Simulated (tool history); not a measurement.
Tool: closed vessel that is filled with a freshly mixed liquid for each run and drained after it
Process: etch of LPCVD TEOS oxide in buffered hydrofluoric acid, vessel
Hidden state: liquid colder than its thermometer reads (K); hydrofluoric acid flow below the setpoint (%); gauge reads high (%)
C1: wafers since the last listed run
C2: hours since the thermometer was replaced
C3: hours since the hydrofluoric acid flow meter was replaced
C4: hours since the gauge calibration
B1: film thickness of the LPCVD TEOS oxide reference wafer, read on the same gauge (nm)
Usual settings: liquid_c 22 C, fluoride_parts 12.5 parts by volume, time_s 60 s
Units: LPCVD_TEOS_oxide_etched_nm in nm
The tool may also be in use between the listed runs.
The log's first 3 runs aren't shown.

-- day=5.775 hydrofluoric acid flow meter replaced
run 4 day=7.308 | liquid_c=22 fluoride_parts=12.5 time_s=60 | C1=8529 C2=744.1 C3=36.8 C4=1195.1 | B1=79.99 | LPCVD_TEOS_oxide_etched_nm=152.49
run 5 day=12.579 | liquid_c=22 fluoride_parts=12.5 time_s=60 | C1=16298 C2=870.6 C3=163.3 C4=1321.6 | B1=80.01 | LPCVD_TEOS_oxide_etched_nm=152.26
run 6 day=14.938 | liquid_c=25.5 fluoride_parts=12.5 time_s=60 | C1=7292 C2=927.2 C3=219.9 C4=1378.2 | B1=80.04 | LPCVD_TEOS_oxide_etched_nm=184.64
run 7 day=17.025 | liquid_c=25.5 fluoride_parts=12.5 time_s=60 | C1=6454 C2=977.3 C3=270 C4=1428.3 | B1=79.98 | LPCVD_TEOS_oxide_etched_nm=183.68
run 8 day=18.862 | liquid_c=25.5 fluoride_parts=12.5 time_s=60 | C1=5681 C2=1021.4 C3=314.1 C4=1472.4 | B1=79.99 | LPCVD_TEOS_oxide_etched_nm=183.6
-- day=20.992 thermometer replaced
run 9 day=21.771 | liquid_c=22 fluoride_parts=12.5 time_s=60 | C1=8864 C2=18.7 C3=383.9 C4=1542.2 | B1=79.99 | LPCVD_TEOS_oxide_etched_nm=152.56
run 10 day=23.454 | liquid_c=22 fluoride_parts=12.5 time_s=60 | C1=5205 C2=59.1 C3=424.3 C4=1582.6 | B1=80.02 | LPCVD_TEOS_oxide_etched_nm=151.22
run 11 day=25.242 | liquid_c=22 fluoride_parts=12.5 time_s=60 | C1=5527 C2=102 C3=467.2 C4=1625.5 | B1=80.01 | LPCVD_TEOS_oxide_etched_nm=152.15
run 12 day=27.304 | liquid_c=22 fluoride_parts=12.5 time_s=60 | C1=6377 C2=151.5 C3=516.7 C4=1675 | B1=80.01 | LPCVD_TEOS_oxide_etched_nm=152.11
run 13 day=30.229 | liquid_c=22 fluoride_parts=12.5 time_s=60 | C1=9044 C2=221.7 C3=586.9 C4=1745.2 | B1=79.99 | LPCVD_TEOS_oxide_etched_nm=152.13
run 14 day=31.871 | liquid_c=22 fluoride_parts=12.5 time_s=60 | C1=5076 C2=261.1 C3=626.3 C4=1784.6 | B1=80.02 | LPCVD_TEOS_oxide_etched_nm=151.61
run 15 day=33.104 | liquid_c=19 fluoride_parts=12.5 time_s=60 | C1=3813 C2=290.7 C3=655.9 C4=1814.2 | B1=79.99 | LPCVD_TEOS_oxide_etched_nm=129.08
-- day=34.321 hydrofluoric acid flow meter replaced
run 16 day=35.575 | liquid_c=20.5 fluoride_parts=15 time_s=60 | C1=7511 C2=350 C3=30.1 C4=1873.5 | B1=80 | LPCVD_TEOS_oxide_etched_nm=117.55
run 17 day=38.092 | liquid_c=22 fluoride_parts=12.5 time_s=75 | C1=7782 C2=410.4 C3=90.5 C4=1933.9 | B1=80 | LPCVD_TEOS_oxide_etched_nm=189.39
-- day=38.417 gauge calibrated
run 18 day=39.233 | liquid_c=22 fluoride_parts=12.5 time_s=60 | C1=3530 C2=437.8 C3=117.9 C4=19.6 | B1=79.99 | LPCVD_TEOS_oxide_etched_nm=152.12
run 19 day=42.079 | liquid_c=25 fluoride_parts=10.5 time_s=95 | C1=8799 C2=506.1 C3=186.2 C4=87.9 | B1=79.96 | LPCVD_TEOS_oxide_etched_nm=336.78
run 20 day=44.646 | liquid_c=17 fluoride_parts=10 time_s=75 | C1=7936 C2=567.7 C3=247.8 C4=149.5 | B1=80.01 | LPCVD_TEOS_oxide_etched_nm=178.12
run 21 day=46.825 | liquid_c=22 fluoride_parts=12.5 time_s=60 | C1=6738 C2=620 C3=300.1 C4=201.8 | B1=80.01 | LPCVD_TEOS_oxide_etched_nm=151.89

Forecast run 22:
run 22 day=48.079 | liquid_c=22 fluoride_parts=12.5 time_s=60 | C1=3878 C2=650.1 C3=330.2 C4=231.9 | B1=? | LPCVD_TEOS_oxide_etched_nm=?

B1: 80
LPCVD_TEOS_oxide_etched_nm: 151.36 nm
Without the tool's hidden state the same run would have given LPCVD_TEOS_oxide_etched_nm 151.36 nm.
